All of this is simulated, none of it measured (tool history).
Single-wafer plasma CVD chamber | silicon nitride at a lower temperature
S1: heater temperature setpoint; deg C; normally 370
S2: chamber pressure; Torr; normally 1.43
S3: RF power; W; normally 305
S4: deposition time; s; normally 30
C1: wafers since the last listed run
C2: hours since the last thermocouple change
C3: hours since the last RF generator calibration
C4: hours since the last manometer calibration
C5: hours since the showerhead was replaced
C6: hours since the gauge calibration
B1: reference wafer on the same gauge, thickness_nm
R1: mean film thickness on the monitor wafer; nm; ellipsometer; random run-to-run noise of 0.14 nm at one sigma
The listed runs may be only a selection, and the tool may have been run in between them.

run,hour,S1,S2,S3,S4,C1,C2,C3,C4,C5,C6,B1,R1
1,0,370,1.43,305,30,0,728.7,659.9,1642.8,4008.7,139.2,32.015,31.73
2,29.5,370,1.43,305,30,390,758.2,689.4,1672.3,4038.2,168.7,31.981,31.602
3,62.1,370,1.43,305,30,431,790.8,722,1704.9,4070.8,201.3,32.056,31.468
4,85.1,370,1.43,305,30,304,813.8,745,1727.9,4093.8,224.3,32.07,31.391
5,121,370,1.43,325,30,474,849.7,780.9,1763.8,4129.7,260.2,32.03,33.484
6,154.6,370,1.43,305,30,444,883.3,814.5,1797.4,4163.3,293.8,32.006,31.627
# hour 180.1: thermocouple changed; heater temperature recalibrated
7,186.2,370,1.43,305,30,312,6.1,846.1,1829,4194.9,325.4,31.989,31.642
# hour 201.3: showerhead replaced
# hour 218.5: capacitance manometer re-zeroed and calibrated
8,220.4,370,1.43,305,30,240,40.3,880.3,1.9,19.1,359.6,32.004,31.524
9,235.5,370,1.43,305,30,199,55.4,895.4,17,34.2,374.7,32.016,31.492
10,269.1,376,1.73,305,30,444,89,929,50.6,67.8,408.3,31.998,33.57
# hour 298: RF generator calibrated
11,316.2,383,1.14,305,30,517,136.1,18.2,97.7,114.9,455.4,31.965,29.069
12,335.7,370,1.43,305,30,257,155.6,37.7,117.2,134.4,474.9,31.972,31.462
13,364.6,358,1.43,305,33.9,382,184.5,66.6,146.1,163.3,503.8,32.039,35.893
# hour 367.3: gauge calibrated
14,398.3,370,1.43,305,30,445,218.2,100.3,179.8,197,31,32.039,31.547
15,412.2,370,1.54,305,30,183,232.1,114.2,193.7,210.9,44.9,32.016,32.305
16,436.3,377,1.43,290,34.6,318,256.2,138.3,217.8,235,69,31.997,34.54
17,470.6,370,1.71,305,30,453,290.5,172.6,252.1,269.3,103.3,31.973,33.834
18,505.4,364,1.74,260,30,460,325.3,207.4,286.9,304.1,138.1,32.011,28.616
19,520.6,370,1.43,305,30,200,340.5,222.6,302.1,319.3,153.3,31.984,31.371

What if the next run were any one of these 5? Each begins from the tool's condition after run 19:
A,521,370,1.43,360,30,5,340.9,223,302.5,319.7,153.7,?,?
B,521,356,1.43,365,30,5,340.9,223,302.5,319.7,153.7,?,?
C,521,370,1.2,335,30,5,340.9,223,302.5,319.7,153.7,?,?
D,521,382,1.09,325,34.8,5,340.9,223,302.5,319.7,153.7,?,?
E,521,378,1.43,340,31.8,5,340.9,223,302.5,319.7,153.7,?,?

run,B1,R1
A,32.053,36.539
B,32.053,37.148
C,32.053,32.281
D,32.053,34.976
E,32.053,36.731
Stripped of hidden state, with their random variation kept, the same runs would have yielded:
run,R1
A,36.539
B,37.148
C,32.281
D,34.976
E,36.731

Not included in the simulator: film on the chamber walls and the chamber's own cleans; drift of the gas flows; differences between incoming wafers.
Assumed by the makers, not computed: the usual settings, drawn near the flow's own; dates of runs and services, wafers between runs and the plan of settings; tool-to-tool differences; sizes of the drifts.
